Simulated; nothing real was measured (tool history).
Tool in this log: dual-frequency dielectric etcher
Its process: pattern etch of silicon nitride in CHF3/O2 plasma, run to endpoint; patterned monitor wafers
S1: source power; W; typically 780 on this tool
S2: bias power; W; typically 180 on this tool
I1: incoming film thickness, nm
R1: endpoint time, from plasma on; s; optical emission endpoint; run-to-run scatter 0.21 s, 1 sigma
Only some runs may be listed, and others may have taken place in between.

run   hour   S1   S2     I1    R1
  1    0.0  780  180  110.8  74.7
  2   28.3  780  180  111.1  75.0
  3   43.9  780  180  111.2  75.1
  4   61.1  780  180  111.5  75.6
  5   79.1  780  180  112.1  76.1
     107.4  -- wet clean of the chamber
     110.6  -- upper electrode replaced
  6  119.9  780  180  111.1  71.6
     126.4  -- bias power generator calibrated
  7  126.9  780  180  110.5  71.2
  8  138.0  640  180  110.9  77.2
  9  150.3  780  180  110.7  71.3
 10  157.6  970  207  111.2  63.2
 11  164.1  870  156  110.6  72.5
 12  176.8  870  214  110.8  64.9
     184.5  -- source power generator calibrated
 13  193.7  780  180  110.5  71.6
 14  206.9  890  193  111.6  67.6
 15  213.5  780  180  110.8  72.1
 16  230.8  610  206  109.8  74.4
 17  241.1  780  135  110.9  80.4
 18  251.5  590  155  111.0  84.9

Selected run-to-run steps in R1, each split into two signed amounts: the part the tool would show with no hidden state at all (from settings, incoming material and random variation), and the remainder, which goes to the hidden state together with any gauge scatter not common to the measured and the hidden-state-free results:
What the log doesn't record here: etch rate over this chamber's usual, %; source power that arrives over what is set, %; bias power that arrives over what is set, %.
Run 5 -> 6: wet clean of the chamber, upper electrode replaced. R1 -4.5 s: hidden state -3.7, all else -0.8.
Run 10 -> 11: S1 970 -> 870, S2 207 -> 156. R1 +9.3 s: hidden state +0.0, all else +9.3.

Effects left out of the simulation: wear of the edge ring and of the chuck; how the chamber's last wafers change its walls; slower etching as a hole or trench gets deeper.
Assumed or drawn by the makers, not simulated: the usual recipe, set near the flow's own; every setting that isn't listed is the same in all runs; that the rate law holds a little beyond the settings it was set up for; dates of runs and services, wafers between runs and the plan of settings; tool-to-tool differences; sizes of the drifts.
